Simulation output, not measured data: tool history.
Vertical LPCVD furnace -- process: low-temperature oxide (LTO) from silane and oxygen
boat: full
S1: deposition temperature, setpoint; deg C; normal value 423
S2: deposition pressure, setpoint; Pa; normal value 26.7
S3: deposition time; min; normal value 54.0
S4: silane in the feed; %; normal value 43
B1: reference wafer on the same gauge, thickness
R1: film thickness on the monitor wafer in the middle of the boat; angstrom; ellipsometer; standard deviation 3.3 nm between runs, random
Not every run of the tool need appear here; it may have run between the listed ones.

run   hour   S1    S2    S3  S4      B1      R1
  1    0.0  423  28.7  54.0  43  766.63  6921.6
  2   11.2  423  28.7  54.0  43  766.54  6997.4
  3   25.0  423  26.7  54.0  43  765.58  6410.7
  4   39.8  423  26.7  54.0  43  765.90  6472.1
      40.7  -- gauge calibrated
  5   52.1  423  26.7  54.0  43  766.62  6379.6
  6   68.8  423  26.7  54.0  43  766.74  6408.9
  7   78.2  431  26.7  54.0  43  765.47  6972.1
     104.3  -- thermocouples replaced and temperature profile calibrated
     104.7  -- silane flow controller replaced
  8  105.2  423  26.7  37.0  43  767.37  4411.0
  9  109.9  423  26.7  54.0  43  765.39  6496.5
 10  123.1  423  22.7  54.0  48  766.02  6061.6
 11  133.2  423  32.7  54.0  43  766.50  7923.7
 12  145.3  423  26.7  32.5  38  767.58  3371.2
 13  155.8  428  26.7  54.0  43  767.18  6743.7
     184.3  -- gauge calibrated
     184.9  -- pressure gauge zeroed
 14  185.4  413  22.0  40.5  48  765.21  4004.9
 15  190.1  423  22.7  54.0  48  767.86  6053.6
 16  194.8  423  26.7  54.0  43  767.92  6499.9
 17  208.0  423  26.7  54.0  43  766.39  6427.6
 18  225.5  423  26.7  54.0  43  766.02  6419.0

Predict the results of run 19:
 19  241.8  429  26.7  54.0  43   ?   ?

B1: 768.97
R1: 6847.5 angstrom
Take away the tool's hidden state, keep the run-to-run variation as it was, and the same run would have given R1 6847.5 angstrom.
